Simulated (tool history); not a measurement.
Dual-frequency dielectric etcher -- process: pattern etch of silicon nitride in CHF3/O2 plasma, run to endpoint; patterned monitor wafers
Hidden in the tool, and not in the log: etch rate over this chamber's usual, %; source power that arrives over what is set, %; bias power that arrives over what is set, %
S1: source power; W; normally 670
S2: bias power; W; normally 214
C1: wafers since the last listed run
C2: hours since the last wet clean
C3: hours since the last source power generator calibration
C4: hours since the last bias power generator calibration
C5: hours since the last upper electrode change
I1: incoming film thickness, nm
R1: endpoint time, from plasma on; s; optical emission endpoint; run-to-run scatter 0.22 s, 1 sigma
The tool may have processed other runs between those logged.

| run | hour | S1 | S2 | C1 | C2 | C3 | C4 | C5 | I1 | R1 |
|---|---|---|---|---|---|---|---|---|---|---|
| 1 | 0.0 | 670 | 189 | 0 | 467.9 | 2022.8 | 609.7 | 168.9 | 57.0 | 33.4 |
| 2 | 45.7 | 670 | 189 | 399 | 513.6 | 2068.5 | 655.4 | 214.6 | 56.9 | 33.3 |
|  | 101.7 | wet clean of the chamber |
| 3 | 102.2 | 670 | 189 | 284 | 0.5 | 2125.0 | 711.9 | 271.1 | 56.6 | 33.1 |
| 4 | 191.4 | 670 | 214 | 780 | 89.7 | 2214.2 | 801.1 | 360.3 | 57.0 | 32.4 |
| 5 | 427.6 | 670 | 214 | 2065 | 325.9 | 2450.4 | 1037.3 | 596.5 | 56.3 | 32.1 |
| 6 | 518.2 | 800 | 214 | 792 | 416.5 | 2541.0 | 1127.9 | 687.1 | 56.6 | 28.7 |
| 7 | 598.9 | 800 | 214 | 705 | 497.2 | 2621.7 | 1208.6 | 767.8 | 56.2 | 28.7 |
| 8 | 637.1 | 800 | 214 | 334 | 535.4 | 2659.9 | 1246.8 | 806.0 | 56.9 | 28.9 |
|  | 695.3 | wet clean of the chamber |
| 9 | 695.8 | 670 | 214 | 303 | 0.5 | 2718.6 | 1305.5 | 864.7 | 57.0 | 32.8 |
| 10 | 734.8 | 670 | 214 | 341 | 39.5 | 2757.6 | 1344.5 | 903.7 | 56.3 | 32.0 |
| 11 | 784.6 | 670 | 214 | 435 | 89.3 | 2807.4 | 1394.3 | 953.5 | 56.7 | 32.3 |
|  | 791.5 | bias power generator calibrated |
| 12 | 881.8 | 670 | 214 | 815 | 186.5 | 2904.6 | 90.3 | 1050.7 | 57.0 | 32.6 |
| 13 | 962.8 | 670 | 253 | 708 | 267.5 | 2985.6 | 171.3 | 1131.7 | 57.0 | 31.0 |
|  | 1019.4 | source power generator calibrated |
| 14 | 1040.5 | 670 | 253 | 644 | 345.2 | 21.1 | 249.0 | 1209.4 | 56.4 | 32.6 |
| 15 | 1134.2 | 670 | 214 | 819 | 438.9 | 114.8 | 342.7 | 1303.1 | 56.6 | 34.5 |
| 16 | 1209.4 | 670 | 214 | 657 | 514.1 | 190.0 | 417.9 | 1378.3 | 57.0 | 34.5 |
|  | 1271.9 | wet clean of the chamber |
| 17 | 1272.4 | 790 | 193 | 341 | 0.5 | 253.0 | 480.9 | 1441.3 | 56.9 | 32.1 |
| 18 | 1330.6 | 580 | 241 | 509 | 58.7 | 311.2 | 539.1 | 1499.5 | 57.1 | 36.6 |
| 19 | 1421.6 | 750 | 231 | 795 | 149.7 | 402.2 | 630.1 | 1590.5 | 56.6 | 31.2 |
| 20 | 1518.8 | 530 | 182 | 850 | 246.9 | 499.4 | 727.3 | 1687.7 | 56.9 | 41.7 |
| 21 | 1560.7 | 510 | 214 | 366 | 288.8 | 541.3 | 769.2 | 1729.6 | 56.5 | 40.3 |
|  | 1602.6 | source power generator calibrated, repeated, since the last time left the tool worse |
| 22 | 1603.1 | 830 | 182 | 335 | 331.2 | 0.5 | 811.6 | 1772.0 | 56.6 | 30.2 |
| 23 | 1636.6 | 560 | 214 | 292 | 364.7 | 34.0 | 845.1 | 1805.5 | 57.4 | 36.8 |
| 24 | 1727.1 | 670 | 214 | 791 | 455.2 | 124.5 | 935.6 | 1896.0 | 57.2 | 33.4 |
| 25 | 1772.4 | 590 | 254 | 396 | 500.5 | 169.8 | 980.9 | 1941.3 | 57.5 | 34.5 |
|  | 1889.5 | wet clean of the chamber |
|  | 1985.9 | upper electrode replaced |
| 26 | 2016.3 | 800 | 193 | 1713 | 126.8 | 413.7 | 1224.8 | 30.4 | 57.0 | 30.2 |
| 27 | 2083.7 | 740 | 188 | 589 | 194.2 | 481.1 | 1292.2 | 97.8 | 56.9 | 31.7 |
| 28 | 2138.8 | 730 | 214 | 481 | 249.3 | 536.2 | 1347.3 | 152.9 | 56.7 | 30.9 |
| 29 | 2200.8 | 600 | 195 | 542 | 311.3 | 598.2 | 1409.3 | 214.9 | 56.4 | 35.8 |
| 30 | 2281.8 | 670 | 264 | 708 | 392.3 | 679.2 | 1490.3 | 295.9 | 56.4 | 30.6 |
| 31 | 2342.1 | 770 | 177 | 527 | 452.6 | 739.5 | 1550.6 | 356.2 | 57.0 | 31.8 |
|  | 2524.4 | bias power generator calibrated |
|  | 2563.4 | wet clean of the chamber |
| 32 | 2582.2 | 800 | 174 | 1855 | 18.8 | 979.6 | 57.8 | 596.3 | 57.1 | 30.9 |
| 33 | 2631.4 | 830 | 182 | 430 | 68.0 | 1028.8 | 107.0 | 645.5 | 56.6 | 29.9 |
| 34 | 2670.5 | 840 | 256 | 341 | 107.1 | 1067.9 | 146.1 | 684.6 | 56.5 | 27.0 |
| 35 | 2708.2 | 670 | 214 | 329 | 144.8 | 1105.6 | 183.8 | 722.3 | 56.8 | 32.1 |

How would selected steps in R1 from run to run divide? Give the signed amount a tool lacking its hidden state would still show from settings, what came in and random variation, and the signed amount left for the hidden state, including any gauge scatter that is not in both of the compared results.
Run 13 -> 14: source power generator calibrated. R1 +1.6 s: hidden state +2.0, all else -0.4.
Run 18 -> 19: S1 580 -> 750, S2 241 -> 231. R1 -5.4 s: hidden state -0.3, all else -5.1.
Run 19 -> 20: S1 750 -> 530, S2 231 -> 182. R1 +10.5 s: hidden state +0.3, all else +10.2.
Run 21 -> 22: S1 510 -> 830, S2 214 -> 182, source power generator calibrated, repeated, since the last time left the tool worse. R1 -10.1 s: hidden state -1.2, all else -8.9.
Run 22 -> 23: S1 830 -> 560, S2 182 -> 214. R1 +6.6 s: hidden state -0.1, all else +6.7.
